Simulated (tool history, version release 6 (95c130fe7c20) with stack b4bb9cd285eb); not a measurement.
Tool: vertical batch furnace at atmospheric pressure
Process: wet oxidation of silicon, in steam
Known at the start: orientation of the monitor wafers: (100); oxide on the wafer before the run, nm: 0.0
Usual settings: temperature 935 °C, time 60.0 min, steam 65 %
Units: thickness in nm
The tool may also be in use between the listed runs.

run	day	temperature	time	steam	wafers since the last listed run	hours since the last temperature calibration	hours since the steam generator was serviced	hours since the gauge calibration	read-back reference wafer on the same gauge, thickness	thickness
1	0.000	942	60.0	69	0	1031.2	1344.0	229.8	167.99	177.78
2	0.775	942	60.0	69	318	1049.8	1362.6	248.4	167.98	176.88
3	2.200	942	60.0	69	586	1084.0	1396.8	282.6	168.04	177.06
4	3.092	935	60.0	65	366	1105.4	1418.2	304.0	167.98	154.47
5	4.462	935	60.0	65	563	1138.3	1451.1	336.9	167.95	155.69
6	5.325	935	60.0	65	354	1159.0	1471.8	357.6	167.97	155.52
7	6.279	935	60.0	65	392	1181.9	1494.7	380.5	168.01	154.71
8	7.117	935	60.0	65	344	1202.0	1514.8	400.6	167.94	154.96
9	8.125	935	60.0	65	414	1226.2	1539.0	424.8	168.04	154.15
10	8.788	935	60.0	65	272	1242.1	1554.9	440.7	168.09	154.20
11	10.029	935	60.0	65	510	1271.9	1584.7	470.5	168.12	154.36
# day 10.483: gauge calibrated
12	11.167	935	60.0	65	467	1299.2	1612.0	16.4	168.03	155.24
13	11.812	935	60.0	65	265	1314.7	1627.5	31.9	168.13	154.05
14	12.321	949	60.0	60	209	1326.9	1639.7	44.1	168.11	167.41
15	13.225	912	76.0	57	371	1348.6	1661.4	65.8	168.00	129.05
# day 14.812: steam generator serviced
16	14.833	935	60.0	65	250	1387.2	0.5	104.4	168.05	162.84
17	15.621	952	60.0	71	323	1406.1	19.4	123.3	167.91	211.50
# day 17.321: thermocouples replaced and temperature profile calibrated
18	17.342	935	60.0	54	296	0.5	60.7	164.6	168.03	138.65
19	18.046	935	60.0	65	289	17.4	77.6	181.5	167.99	163.06
20	19.471	935	60.0	65	586	51.6	111.8	215.7	167.97	162.77
21	20.779	948	60.0	68	538	83.0	143.2	247.1	168.11	194.53
22	22.083	950	78.0	65	536	114.3	174.5	278.4	167.91	235.66

Run 23 comes next. What will it give?
23	22.608	953	38.5	55	215	126.9	187.1	291.0	?	?

read-back reference wafer on the same gauge, thickness: 167.91
thickness: 117.19 nm
Without the tool's hidden state the same run would have given thickness 118.34 nm.
